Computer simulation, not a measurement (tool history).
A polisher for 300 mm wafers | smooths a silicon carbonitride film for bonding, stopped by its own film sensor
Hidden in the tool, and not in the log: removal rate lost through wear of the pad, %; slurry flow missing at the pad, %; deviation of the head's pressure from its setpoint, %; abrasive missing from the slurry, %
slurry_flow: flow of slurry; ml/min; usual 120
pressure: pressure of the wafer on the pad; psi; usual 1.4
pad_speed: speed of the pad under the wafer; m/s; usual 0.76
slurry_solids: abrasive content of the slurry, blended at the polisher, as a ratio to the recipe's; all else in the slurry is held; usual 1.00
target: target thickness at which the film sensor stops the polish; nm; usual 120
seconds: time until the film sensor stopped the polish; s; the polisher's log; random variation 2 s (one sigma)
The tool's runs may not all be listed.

| run | hour | slurry_flow | pressure | pad_speed | slurry_solids | target | wafers since the last listed run | wafers polished on this pad | hours since the slurry nozzle was cleaned | hours since the head pressure was calibrated | hours since the slurry blender was calibrated | incoming thickness of the incoming film, nm | seconds |
|---|---|---|---|---|---|---|---|---|---|---|---|---|---|
| 1 | 0.0 | 120 | 1.4 | 0.76 | 1.00 | 120 | 0 | 122 | 18.5 | 1280.3 | 340.9 | 141.0 | 133.7 |
|  | 4.5 | head pressure recalibrated |
| 2 | 18.0 | 120 | 1.4 | 0.76 | 1.00 | 120 | 78 | 200 | 36.5 | 13.5 | 358.9 | 138.3 | 114.9 |
| 3 | 26.4 | 120 | 1.4 | 0.76 | 1.00 | 120 | 41 | 241 | 44.9 | 21.9 | 367.3 | 136.7 | 106.1 |
|  | 41.6 | slurry blender recalibrated |
| 4 | 42.1 | 120 | 1.4 | 0.76 | 1.00 | 120 | 66 | 308 | 60.6 | 37.6 | 0.5 | 141.2 | 136.9 |
| 5 | 56.7 | 120 | 1.4 | 0.76 | 0.75 | 120 | 71 | 380 | 75.2 | 52.2 | 15.1 | 139.4 | 145.6 |
| 6 | 69.6 | 140 | 1.4 | 0.76 | 1.00 | 120 | 63 | 443 | 88.1 | 65.1 | 28.0 | 142.4 | 140.7 |
| 7 | 77.6 | 120 | 1.4 | 0.76 | 1.00 | 120 | 39 | 482 | 96.1 | 73.1 | 36.0 | 143.2 | 150.4 |
| 8 | 85.5 | 120 | 1.4 | 0.76 | 1.00 | 120 | 38 | 520 | 104.0 | 81.0 | 43.9 | 139.7 | 131.7 |
| 9 | 100.7 | 120 | 1.6 | 0.76 | 1.00 | 124 | 74 | 594 | 119.2 | 96.2 | 59.1 | 139.6 | 90.8 |
| 10 | 109.5 | 120 | 1.6 | 0.76 | 1.20 | 113 | 42 | 637 | 128.0 | 105.0 | 67.9 | 140.8 | 145.9 |
| 11 | 118.6 | 150 | 1.1 | 0.76 | 1.00 | 120 | 44 | 682 | 137.1 | 114.1 | 77.0 | 139.8 | 159.7 |
| 12 | 130.9 | 145 | 1.4 | 0.76 | 1.25 | 120 | 60 | 742 | 149.4 | 126.4 | 89.3 | 140.1 | 117.9 |
| 13 | 140.4 | 120 | 1.4 | 0.76 | 1.00 | 120 | 46 | 788 | 158.9 | 135.9 | 98.8 | 138.8 | 129.1 |
| 14 | 154.1 | 120 | 1.4 | 0.76 | 1.00 | 120 | 66 | 855 | 172.6 | 149.6 | 112.5 | 141.3 | 144.4 |
| 15 | 165.9 | 120 | 1.4 | 0.76 | 1.00 | 120 | 57 | 913 | 184.4 | 161.4 | 124.3 | 138.5 | 122.7 |
|  | 173.1 | slurry nozzle cleaned |
| 16 | 175.6 | 120 | 1.2 | 0.50 | 1.00 | 118 | 42 | 955 | 2.5 | 171.1 | 134.0 | 142.2 | 265.7 |
| 17 | 191.1 | 120 | 1.4 | 0.98 | 0.90 | 120 | 75 | 1031 | 18.0 | 186.6 | 149.5 | 141.5 | 123.8 |
| 18 | 208.1 | 110 | 1.4 | 0.76 | 1.00 | 120 | 83 | 1114 | 35.0 | 203.6 | 166.5 | 140.8 | 145.4 |
| 19 | 217.9 | 120 | 1.6 | 0.76 | 0.75 | 120 | 47 | 1162 | 44.8 | 213.4 | 176.3 | 141.4 | 147.5 |
|  | 231.9 | worn pad replaced by a new one, of another model than before |
| 20 | 232.4 | 95 | 1.9 | 0.76 | 1.20 | 114 | 51 | 2 | 59.3 | 227.9 | 190.8 | 138.4 | 122.2 |
| 21 | 247.3 | 120 | 1.4 | 1.00 | 0.90 | 120 | 72 | 75 | 74.2 | 242.8 | 205.7 | 139.8 | 114.4 |
| 22 | 259.5 | 85 | 1.4 | 0.94 | 1.00 | 120 | 59 | 134 | 86.4 | 255.0 | 217.9 | 139.5 | 130.1 |
| 23 | 273.9 | 120 | 1.4 | 0.98 | 0.90 | 120 | 70 | 204 | 100.8 | 269.4 | 232.3 | 143.2 | 135.4 |
| 24 | 281.9 | 120 | 1.4 | 0.76 | 1.00 | 120 | 39 | 244 | 108.8 | 277.4 | 240.3 | 138.5 | 119.1 |
| 25 | 292.7 | 120 | 1.4 | 0.76 | 1.00 | 120 | 52 | 296 | 119.6 | 288.2 | 251.1 | 139.2 | 122.0 |
| 26 | 310.1 | 120 | 1.4 | 0.76 | 1.00 | 118 | 84 | 381 | 137.0 | 305.6 | 268.5 | 141.7 | 152.4 |
| 27 | 344.5 | 120 | 1.4 | 0.66 | 0.70 | 120 | 168 | 549 | 171.4 | 340.0 | 302.9 | 142.7 | 195.0 |
| 28 | 357.6 | 120 | 1.2 | 0.76 | 0.90 | 118 | 63 | 613 | 184.5 | 353.1 | 316.0 | 139.9 | 166.5 |
| 29 | 373.0 | 155 | 1.4 | 0.90 | 1.25 | 127 | 75 | 689 | 199.9 | 368.5 | 331.4 | 139.5 | 64.2 |
| 30 | 389.8 | 135 | 1.4 | 0.76 | 0.70 | 120 | 82 | 771 | 216.7 | 385.3 | 348.2 | 140.4 | 156.4 |
|  | 398.1 | slurry nozzle cleaned |
| 31 | 402.5 | 120 | 1.4 | 0.76 | 1.00 | 120 | 57 | 828 | 4.4 | 398.0 | 360.9 | 139.6 | 130.3 |

The tool's hidden state at each run:
slurry flow missing at the pad, %: 0 in every run
deviation of the head's pressure from its setpoint, %: 0 in every run
abrasive missing from the slurry, %: 0 in every run
H1: removal rate lost through wear of the pad, %
| run | H1 |
|---|---|
| 1 | 3.1 |
| 2 | 4.26 |
| 3 | 4.73 |
| 4 | 5.48 |
| 5 | 6.07 |
| 6 | 6.51 |
| 7 | 6.75 |
| 8 | 6.96 |
| 9 | 7.33 |
| 10 | 7.51 |
| 11 | 7.68 |
| 12 | 7.89 |
| 13 | 8.03 |
| 14 | 8.2 |
| 15 | 8.33 |
| 16 | 8.42 |
| 17 | 8.55 |
| 18 | 8.67 |
| 19 | 8.73 |
| 20 | 0.224 |
| 21 | 1.55 |
| 22 | 2.47 |
| 23 | 3.4 |
| 24 | 3.86 |
| 25 | 4.4 |
| 26 | 5.15 |
| 27 | 6.25 |
| 28 | 6.57 |
| 29 | 6.88 |
| 30 | 7.17 |
| 31 | 7.35 |

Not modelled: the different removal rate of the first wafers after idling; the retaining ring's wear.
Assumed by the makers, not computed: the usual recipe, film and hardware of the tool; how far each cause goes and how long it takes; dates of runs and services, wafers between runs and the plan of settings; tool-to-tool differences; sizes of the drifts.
